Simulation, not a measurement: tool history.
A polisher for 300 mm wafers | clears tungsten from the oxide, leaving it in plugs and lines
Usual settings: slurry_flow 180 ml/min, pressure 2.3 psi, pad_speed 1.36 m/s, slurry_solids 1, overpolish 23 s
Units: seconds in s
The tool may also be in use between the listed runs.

run   hour  slurry_flow  pressure  pad_speed  slurry_solids  overpolish  wafers since the last listed run  wafers polished on this pad  hours since the slurry nozzle was cleaned  hours since the head pressure was calibrated  hours since the slurry blender was calibrated  hours since the slurry got fresh peroxide  incoming thickness of the incoming film, nm  seconds
  1      0          180       2.3       1.36              1          23                                 0                          197                                      538.5                                         717.5                                          136.8                                      119.4                                        295.4     77.2
       2.7  -- slurry tank refilled with fresh slurry and peroxide
  2   30.6          180       2.3       1.04              1          23                               242                          439                                      569.1                                         748.1                                          167.4                                       27.9                                        300.2     99.4
      41.4  -- slurry blender recalibrated
  3   58.4          180       2.3       1.04              1          23                               211                          651                                      596.9                                         775.9                                             17                                       55.7                                        301.6    103.2
  4   72.5          180       2.3       1.04              1          23                               115                          766                                        611                                           790                                           31.1                                       69.8                                        302.4    101.3
     100.7  -- worn pad replaced by a new one
  5  101.2          180       1.9       1.36              1          23                               202                            4                                      639.7                                         818.7                                           59.8                                       98.5                                        298.6     87.7
     119.1  -- slurry tank refilled with fresh slurry and peroxide
  6  131.4          180       1.9       1.36              1          23                               239                          243                                      669.9                                         848.9                                             90                                       12.3                                        297.5       93
  7  160.6          180       2.3       1.36              1          23                               239                          482                                      699.1                                         878.1                                          119.2                                       41.5                                        302.8     84.7
     173.2  -- slurry nozzle cleaned
  8  184.8          180       2.3       1.36              1          23                               190                          672                                       11.6                                         902.3                                          143.4                                       65.7                                        299.6     84.5
     234.2  -- worn pad replaced by a new one
     239.6  -- slurry tank refilled with fresh slurry and peroxide
     249.6  -- slurry blender recalibrated
  9  262.6          180       2.3       1.36              1          23                               580                          208                                       89.4                                         980.1                                             13                                         23                                        296.7     78.3
 10  274.8          180       2.3       1.36              1          14                               100                          308                                      101.6                                         992.3                                           25.2                                       35.2                                        297.4     79.8
 11  304.6          180       2.3       1.36              1          23                               244                          552                                      131.4                                        1022.1                                             55                                         65                                        298.9     82.9
 12    339          215       2.5       1.36              1          23                               281                          834                                      165.8                                        1056.5                                           89.4                                       99.4                                        302.7     78.1
     351.4  -- slurry tank refilled with fresh slurry and peroxide
       368  -- worn pad replaced by a new one
 13  368.5          180       2.8       1.36              1          23                               200                            3                                      195.3                                          1086                                          118.9                                       17.1                                        297.6     63.9

Forecast run 14:
     379.8  -- head pressure recalibrated
 14  389.4          135       1.6       1.52            0.8          23                               154                          158                                      216.2                                           9.6                                          139.8                                         38                                        298.8        ?

Run 14 gave seconds 103.2 s.
Without the tool's hidden state the same run would have given seconds 97.8 s.

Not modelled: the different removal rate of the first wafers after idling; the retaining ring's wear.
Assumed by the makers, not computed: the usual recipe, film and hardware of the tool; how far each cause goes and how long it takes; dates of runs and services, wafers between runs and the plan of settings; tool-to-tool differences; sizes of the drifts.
